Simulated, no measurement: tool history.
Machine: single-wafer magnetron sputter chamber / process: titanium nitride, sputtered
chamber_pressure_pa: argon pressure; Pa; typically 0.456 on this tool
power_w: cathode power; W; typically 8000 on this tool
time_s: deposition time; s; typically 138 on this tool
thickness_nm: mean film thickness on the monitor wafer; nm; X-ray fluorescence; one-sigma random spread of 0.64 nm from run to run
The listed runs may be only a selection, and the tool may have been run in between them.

run,hour,chamber_pressure_pa,power_w,time_s,"read-back reference wafer on the same gauge, thickness_nm",thickness_nm
1,0.0,0.456,8000,148,190.907,214.750
2,46.9,0.456,8000,148,191.034,216.099
3,79.0,0.456,8000,148,190.926,215.570
4,112.4,0.456,8000,138,191.034,201.783
# hour 125.3: sputter target and shields replaced
5,157.8,0.456,8000,138,191.012,202.067
6,213.9,0.456,8000,138,191.142,201.624
7,247.3,0.456,8000,117,191.055,170.823
8,306.6,0.456,8000,138,191.143,201.825
9,374.6,0.456,8000,138,191.036,200.851
10,424.2,0.456,8000,138,190.666,201.690
11,460.6,0.456,8000,119,191.121,172.824
12,529.0,0.456,8000,138,190.879,202.176
13,561.3,0.456,8000,129,190.956,188.801
14,607.1,0.456,8000,138,191.166,200.702
# hour 623.4: magnet pack replaced
# hour 653.3: gauge calibrated
15,678.9,0.456,8000,138,191.081,201.614
16,717.7,0.282,8000,129,191.239,200.805
17,779.1,0.615,6150,120,190.749,126.801
# hour 813.1: capacitance manometer re-zeroed and calibrated
# hour 826.3: sputter target and shields replaced
18,827.3,0.343,8000,138,190.953,211.934
19,856.0,0.503,8000,125,190.831,178.678
20,917.4,0.621,7150,162,191.226,198.812
21,953.4,0.456,8000,138,190.881,201.700
22,1014.6,0.456,8000,138,190.862,200.661
23,1084.9,0.456,9250,138,191.089,234.258
24,1150.2,0.587,7050,117,191.257,142.551
25,1211.8,0.388,7450,119,190.839,164.880

Forecast run 26:
26,1418.2,0.456,6700,112,?,?

Run 26 gave read-back reference wafer on the same gauge, thickness_nm 191.026, thickness_nm 136.129 nm.
With the hidden condition absent and the run-to-run variation left alone, this run would have shown thickness_nm 136.129 nm.
